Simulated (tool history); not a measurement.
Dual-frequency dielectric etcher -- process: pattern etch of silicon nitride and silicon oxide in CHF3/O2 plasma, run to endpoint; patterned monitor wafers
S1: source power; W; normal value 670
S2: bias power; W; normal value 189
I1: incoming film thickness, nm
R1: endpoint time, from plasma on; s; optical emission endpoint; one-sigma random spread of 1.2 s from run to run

| run | hour | S1 | S2 | I1 | R1 |
|---|---|---|---|---|---|
| 1 | 0.0 | 670 | 189 | 220.2 | 130.3 |
| 2 | 69.2 | 670 | 189 | 220.3 | 129.0 |
|  | 96.0 | wet clean of the chamber |
| 3 | 100.4 | 670 | 189 | 219.9 | 132.0 |
| 4 | 139.3 | 670 | 189 | 220.9 | 134.1 |
| 5 | 166.6 | 670 | 189 | 222.0 | 135.0 |
| 6 | 210.9 | 670 | 189 | 220.8 | 131.4 |
| 7 | 269.7 | 670 | 189 | 221.4 | 132.3 |
| 8 | 305.7 | 670 | 189 | 220.1 | 131.3 |
| 9 | 343.4 | 670 | 189 | 221.6 | 130.0 |
| 10 | 368.6 | 670 | 189 | 223.6 | 130.8 |
|  | 421.8 | wet clean of the chamber |
| 11 | 434.5 | 670 | 189 | 220.6 | 133.1 |
| 12 | 494.6 | 670 | 189 | 220.9 | 130.2 |
| 13 | 565.6 | 670 | 189 | 219.5 | 130.2 |
| 14 | 621.5 | 670 | 189 | 223.1 | 130.8 |
|  | 642.8 | bias power generator calibrated |
| 15 | 653.5 | 670 | 189 | 222.8 | 133.5 |
| 16 | 707.7 | 670 | 189 | 221.3 | 129.2 |
|  | 773.6 | upper electrode replaced, of another model than before |
|  | 785.4 | wet clean of the chamber |
| 17 | 785.9 | 670 | 146 | 221.1 | 140.1 |
| 18 | 801.0 | 570 | 218 | 221.8 | 136.5 |
| 19 | 849.3 | 670 | 189 | 221.9 | 132.6 |
| 20 | 880.5 | 590 | 189 | 222.5 | 141.2 |
| 21 | 906.1 | 530 | 170 | 220.5 | 142.3 |
| 22 | 974.8 | 820 | 204 | 220.5 | 123.9 |
| 23 | 1031.0 | 670 | 189 | 218.3 | 129.3 |
| 24 | 1057.0 | 620 | 215 | 222.1 | 131.5 |
| 25 | 1122.5 | 670 | 162 | 221.3 | 132.7 |
|  | 1158.6 | source power generator calibrated |
| 26 | 1181.2 | 730 | 155 | 219.8 | 131.5 |
|  | 1207.1 | wet clean of the chamber |
| 27 | 1215.2 | 750 | 176 | 219.2 | 132.8 |
| 28 | 1276.6 | 670 | 189 | 222.1 | 132.5 |
| 29 | 1337.0 | 520 | 189 | 221.5 | 142.4 |
| 30 | 1365.6 | 770 | 161 | 223.6 | 133.9 |
| 31 | 1417.8 | 580 | 211 | 220.9 | 131.4 |
| 32 | 1464.3 | 760 | 189 | 221.6 | 125.9 |
| 33 | 1534.8 | 720 | 232 | 219.6 | 121.2 |
|  | 1563.2 | wet clean of the chamber |
| 34 | 1563.7 | 620 | 210 | 220.2 | 136.5 |
| 35 | 1718.1 | 820 | 204 | 221.1 | 121.6 |

For some of the steps in R1 from one run to the next: how much would appear even if the tool had no hidden state, given the settings, what came in and random variation, and how much remains for the hidden state plus any gauge scatter that the measured result and the result without hidden state don't share?
What the log doesn't record here: etch rate over this chamber's usual, %; source power that arrives over what is set, %; bias power that arrives over what is set, %.
Run 2 -> 3: wet clean of the chamber. R1 +3.0 s: hidden state +5.8, all else -2.8.
Run 16 -> 17: S2 189 -> 146, upper electrode replaced, of another model than before, wet clean of the chamber. R1 +10.9 s: hidden state +6.0, all else +4.9.
Run 21 -> 22: S1 530 -> 820, S2 170 -> 204. R1 -18.4 s: hidden state -1.1, all else -17.3.
Run 26 -> 27: S1 730 -> 750, S2 155 -> 176, wet clean of the chamber. R1 +1.3 s: hidden state +6.6, all else -5.3.
Run 33 -> 34: S1 720 -> 620, S2 232 -> 210, wet clean of the chamber. R1 +15.3 s: hidden state +4.9, all else +10.4.
Run 34 -> 35: S1 620 -> 820, S2 210 -> 204. R1 -14.9 s: hidden state -2.6, all else -12.3.
